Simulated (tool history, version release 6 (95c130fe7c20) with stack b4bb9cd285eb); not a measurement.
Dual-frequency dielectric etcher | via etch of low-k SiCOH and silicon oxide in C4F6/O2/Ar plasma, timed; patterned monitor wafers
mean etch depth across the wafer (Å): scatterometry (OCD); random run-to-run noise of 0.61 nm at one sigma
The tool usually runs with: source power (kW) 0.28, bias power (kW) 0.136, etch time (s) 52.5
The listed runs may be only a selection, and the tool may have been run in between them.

run    hour  source power (kW)  bias power (kW)  etch time (s)  read-back reference wafer on the same gauge, depth_nm  mean etch depth across the wafer (Å)
  1       0               0.28            0.136             61                                                     97                                  1304
  2    87.8               0.28            0.161           52.5                                                     97                                  1195
  3   157.9               0.28            0.136           52.5                                                   97.1                                  1118
  4   243.6               0.28            0.136           52.5                                                   97.1                                  1112
  5   337.9               0.28            0.136           52.5                                                   96.8                                  1102
        364  -- wet clean of the chamber
  6   431.7               0.28            0.136           52.5                                                     97                                  1120
  7   535.3               0.28            0.136           52.5                                                     97                                  1129
  8   582.7               0.28            0.136             59                                                   96.9                                  1257
        806  -- upper electrode replaced
  9   806.5               0.28            0.136             59                                                   96.8                                  1248
 10     834               0.28            0.136             59                                                   97.1                                  1234
        928  -- gauge calibrated
 11   930.1               0.24            0.136           52.5                                                   97.1                                  1030
       1002  -- bias power generator calibrated
     1020.4  -- wet clean of the chamber
 12  1020.9               0.28            0.136           56.5                                                     97                                  1211
 13  1076.2               0.28             0.12           61.5                                                   97.1                                  1266
 14  1122.9               0.28            0.151           52.5                                                   97.1                                  1178
     1135.7  -- source power generator calibrated
 15  1166.9               0.28            0.136           52.5                                                   96.8                                  1124
 16  1225.5                0.3            0.148             64                                                   96.9                                  1440
 17  1289.1               0.28            0.136             42                                                   96.9                                   883
 18  1394.3               0.28            0.136           52.5                                                   96.8                                  1106
 19    1521               0.28            0.156           41.5                                                   97.1                                   917
 20  1562.7               0.28            0.155           60.5                                                   97.1                                  1310
     1651.4  -- wet clean of the chamber
 21  1676.6               0.28            0.136           52.5                                                   97.1                                  1137
 22  1752.7                0.3            0.136           52.5                                                   97.1                                  1157
 23  1802.7               0.28             0.11             64                                                     97                                  1259
 24  1863.1               0.33            0.136             60                                                     97                                  1355

Each row is a separate what-if for the run after 24, all from the same tool condition, not one after another. Results?
  A  1863.5               0.32            0.136           52.5                                                      ?                                     ?
  B  1863.5               0.25            0.147             38                                                      ?                                     ?
  C  1863.5               0.25            0.136           38.5                                                      ?                                     ?
  D  1863.5               0.21            0.156           40.5                                                      ?                                     ?
  E  1863.5               0.22            0.107           52.5                                                      ?                                     ?

run  read-back reference wafer on the same gauge, depth_nm  mean etch depth across the wafer (Å)
  A                                                   96.9                                  1161
  B                                                   96.9                                   787
  C                                                   96.9                                   774
  D                                                   96.9                                   803
  E                                                   96.9                                   919
Take away the tool's hidden state, keep each run's random variation, and the runs would have read:
run  mean etch depth across the wafer (Å)
  A                                  1176
  B                                   797
  C                                   784
  D                                   813
  E                                   931
